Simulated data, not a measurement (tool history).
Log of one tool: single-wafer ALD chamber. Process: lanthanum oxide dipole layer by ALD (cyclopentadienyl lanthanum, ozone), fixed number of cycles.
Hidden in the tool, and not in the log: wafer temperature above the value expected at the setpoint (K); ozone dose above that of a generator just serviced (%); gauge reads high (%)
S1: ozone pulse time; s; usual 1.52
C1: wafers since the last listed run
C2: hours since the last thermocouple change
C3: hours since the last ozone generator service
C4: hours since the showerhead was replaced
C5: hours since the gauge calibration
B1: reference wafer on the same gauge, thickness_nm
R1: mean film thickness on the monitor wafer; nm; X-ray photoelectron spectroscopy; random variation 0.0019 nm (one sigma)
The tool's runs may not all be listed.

run	hour	S1	C1	C2	C3	C4	C5	B1	R1
1	0	1.65	0	1794.1	605.8	2704.8	199.2	0.491	0.546
2	17	1.52	427	1811.1	622.8	2721.8	216.2	0.492	0.532
3	25	1.52	200	1819.1	630.8	2729.8	224.2	0.492	0.528
4	39.9	1.52	374	1834	645.7	2744.7	239.1	0.492	0.531
5	55.4	1.11	389	1849.5	661.2	2760.2	254.6	0.492	0.474
6	63.2	1.11	195	1857.3	669	2768	262.4	0.492	0.475
7	74.3	1.99	278	1868.4	680.1	2779.1	273.5	0.492	0.559
8	84	1.99	243	1878.1	689.8	2788.8	283.2	0.491	0.56
9	91.6	1.99	190	1885.7	697.4	2796.4	290.8	0.491	0.555
10	108	1.52	411	1902.1	713.8	2812.8	307.2	0.492	0.525
# hour 118.2: thermocouple changed; heater temperature recalibrated
11	120.9	1.52	123	2.7	726.7	2825.7	320.1	0.493	0.525
# hour 126.7: gauge calibrated
# hour 136.3: ozone generator serviced
12	137.4	1.05	213	19.2	1.1	2842.2	10.7	0.492	0.495
13	153.8	1.52	411	35.6	17.5	2858.6	27.1	0.492	0.547
14	165.8	2.06	301	47.6	29.5	2870.6	39.1	0.492	0.57
15	180.7	1.1	374	62.5	44.4	2885.5	54	0.492	0.504
16	196.8	1.06	404	78.6	60.5	2901.6	70.1	0.492	0.498
17	205.7	1.52	223	87.5	69.4	2910.5	79	0.491	0.553
18	222.3	1.27	417	104.1	86	2927.1	95.6	0.492	0.529
19	235.2	2.12	324	117	98.9	2940	108.5	0.492	0.573
# hour 253.7: showerhead replaced
20	265.6	1.52	562	147.4	129.3	11.9	138.9	0.492	0.549
21	273.1	1.52	188	154.9	136.8	19.4	146.4	0.492	0.551
22	320	1.97	1178	201.8	183.7	66.3	193.3	0.492	0.567
23	329.4	1.83	236	211.2	193.1	75.7	202.7	0.492	0.565
24	336.7	1.24	183	218.5	200.4	83	210	0.492	0.524
25	349.5	1.52	321	231.3	213.2	95.8	222.8	0.491	0.548
26	365.8	1.79	409	247.6	229.5	112.1	239.1	0.492	0.565
27	376.5	1.77	268	258.3	240.2	122.8	249.8	0.492	0.561
28	383.8	1.96	183	265.6	247.5	130.1	257.1	0.492	0.57
29	393.9	1.72	253	275.7	257.6	140.2	267.2	0.492	0.56
30	403.9	0.92	251	285.7	267.6	150.2	277.2	0.492	0.464
31	420.6	1.52	419	302.4	284.3	166.9	293.9	0.491	0.545
32	430.9	1.85	258	312.7	294.6	177.2	304.2	0.493	0.561
33	442.5	1.19	291	324.3	306.2	188.8	315.8	0.492	0.514

The same runs without the tool's hidden state, with the same run-to-run variation:
run	R1
1	0.56
2	0.55
3	0.547
4	0.55
5	0.507
6	0.509
7	0.571
8	0.572
9	0.568
10	0.549
11	0.551
12	0.496
13	0.548
14	0.57
15	0.505
16	0.499
17	0.553
18	0.53
19	0.574
20	0.55
21	0.552
22	0.568
23	0.566
24	0.526
25	0.55
26	0.566
27	0.563
28	0.572
29	0.562
30	0.47
31	0.548
32	0.563
33	0.519
